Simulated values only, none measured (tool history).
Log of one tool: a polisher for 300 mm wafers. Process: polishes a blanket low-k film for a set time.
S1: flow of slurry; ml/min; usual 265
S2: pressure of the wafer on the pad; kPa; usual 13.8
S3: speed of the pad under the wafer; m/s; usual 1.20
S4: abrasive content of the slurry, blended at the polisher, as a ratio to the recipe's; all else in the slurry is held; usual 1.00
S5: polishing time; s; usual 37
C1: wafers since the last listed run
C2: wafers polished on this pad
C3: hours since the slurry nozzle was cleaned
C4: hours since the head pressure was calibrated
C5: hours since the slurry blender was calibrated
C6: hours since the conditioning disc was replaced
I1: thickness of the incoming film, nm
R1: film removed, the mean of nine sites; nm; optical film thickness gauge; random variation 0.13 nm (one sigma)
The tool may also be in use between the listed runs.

Run 1, hour 0.0: usual settings; C1 0; C2 2203; C3 110.6; C4 144.2; C5 174.9; C6 111.0; I1 481.3. Result: R1 15.6 nm.
At hour 1.3: worn pad replaced by a new one.
At hour 39.1: slurry blender recalibrated.
Run 2, hour 53.4: usual settings; C1 462; C2 462; C3 164.0; C4 197.6; C5 14.3; C6 164.4; I1 479.6. Result: R1 16.7 nm.
Run 3, hour 114.4: usual settings but S1 220 ml/min; C1 562; C2 1024; C3 225.0; C4 258.6; C5 75.3; C6 225.4; I1 489.4. Result: R1 16.2 nm.
At hour 153.1: conditioning disc replaced and pad reconditioned.
Run 4, hour 156.4: usual settings but S1 220 ml/min; C1 369; C2 1394; C3 267.0; C4 300.6; C5 117.3; C6 3.3; I1 484.4. Result: R1 16.0 nm.
At hour 158.5: slurry nozzle cleaned.
Run 5, hour 186.3: usual settings but S1 220 ml/min; C1 266; C2 1660; C3 27.8; C4 330.5; C5 147.2; C6 33.2; I1 476.5. Result: R1 15.6 nm.
Run 6, hour 236.7: usual settings; C1 465; C2 2125; C3 78.2; C4 380.9; C5 197.6; C6 83.6; I1 470.2. Result: R1 15.1 nm.
At hour 256.0: worn pad replaced by a new one.
At hour 306.0: slurry blender recalibrated.
Run 7, hour 337.7: usual settings; C1 876; C2 735; C3 179.2; C4 481.9; C5 31.7; C6 184.6; I1 481.0. Result: R1 16.5 nm.
At hour 368.9: head pressure recalibrated.
At hour 392.3: conditioning disc replaced and pad reconditioned.
Run 8, hour 400.6: usual settings; C1 543; C2 1278; C3 242.1; C4 31.7; C5 94.6; C6 8.3; I1 483.9. Result: R1 17.4 nm.
At hour 452.8: slurry nozzle cleaned.
Run 9, hour 464.5: usual settings; C1 580; C2 1859; C3 11.7; C4 95.6; C5 158.5; C6 72.2; I1 482.8. Result: R1 16.2 nm.
At hour 469.6: worn pad replaced by a new one.
Run 10, hour 535.3: usual settings but S1 200 ml/min, S2 17.2 kPa, S3 0.88 m/s; C1 616; C2 606; C3 82.5; C4 166.4; C5 229.3; C6 143.0; I1 479.0. Result: R1 16.6 nm.
At hour 548.0: slurry blender recalibrated.
Run 11, hour 593.7: usual settings but S2 17.2 kPa, S3 1.58 m/s; C1 520; C2 1127; C3 140.9; C4 224.8; C5 45.7; C6 201.4; I1 471.8. Result: R1 25.1 nm.
At hour 633.9: conditioning disc replaced and pad reconditioned.
Run 12, hour 634.4: usual settings but S4 0.75, S5 26 s; C1 357; C2 1484; C3 181.6; C4 265.5; C5 86.4; C6 0.5; I1 481.9. Result: R1 9.9 nm.
At hour 676.6: worn pad replaced by a new one.
At hour 729.0: slurry nozzle cleaned.
At hour 818.3: slurry blender recalibrated.
At hour 839.6: conditioning disc replaced and pad reconditioned.
Run 13, hour 847.6: usual settings but S2 17.2 kPa, S3 1.58 m/s; C1 1884; C2 1531; C3 118.6; C4 478.7; C5 29.3; C6 8.0; I1 471.1. Result: R1 24.2 nm.
Run 14, hour 905.3: usual settings but S1 215 ml/min, S3 1.54 m/s; C1 532; C2 2064; C3 176.3; C4 536.4; C5 87.0; C6 65.7; I1 481.2. Result: R1 18.0 nm.
At hour 917.7: head pressure recalibrated.
At hour 949.6: worn pad replaced by a new one.
Run 15, hour 963.0: usual settings; C1 477; C2 123; C3 234.0; C4 45.3; C5 144.7; C6 123.4; I1 475.7. Result: R1 17.4 nm.
At hour 972.4: slurry nozzle cleaned.
At hour 1026.0: slurry blender recalibrated.
Run 16, hour 1026.5: usual settings; C1 558; C2 682; C3 54.1; C4 108.8; C5 0.5; C6 186.9; I1 479.6. Result: R1 16.9 nm.
Run 17, hour 1065.9: usual settings but S1 305 ml/min, S2 9.7 kPa; C1 363; C2 1045; C3 93.5; C4 148.2; C5 39.9; C6 226.3; I1 478.6. Result: R1 11.8 nm.
At hour 1104.6: conditioning disc replaced and pad reconditioned.
Run 18, hour 1128.3: usual settings but S3 1.48 m/s, S4 0.85, S5 49 s; C1 557; C2 1603; C3 155.9; C4 210.6; C5 102.3; C6 23.7; I1 480.4. Result: R1 22.8 nm.
At hour 1193.5: worn pad replaced by a new one.
Run 19, hour 1194.0: usual settings but S1 305 ml/min; C1 569; C2 4; C3 221.6; C4 276.3; C5 168.0; C6 89.4; I1 474.0. Result: R1 16.8 nm.

Some steps in R1 between neighbouring runs. How much of each would the tool show without its hidden state too (settings, what came in, random variation), and how much is left for the hidden state, with any gauge scatter that isn't in both results?
The hidden state here: removal rate lost through wear of the pad, %; slurry flow missing at the pad, %; deviation of the head's pressure from its setpoint, %; abrasive missing from the slurry, %; time polished since the conditioner stopped cutting, s.
Run 11 -> 12: S2 17.2 -> 13.8, S3 1.58 -> 1.20, S4 1.00 -> 0.75, S5 37 -> 26, conditioning disc replaced and pad reconditioned. R1 -15.2 nm: hidden state +1.2, all else -16.4.
Run 14 -> 15: S1 215 -> 265, S3 1.54 -> 1.20, head pressure recalibrated, worn pad replaced by a new one. R1 -0.6 nm: hidden state +2.6, all else -3.2.
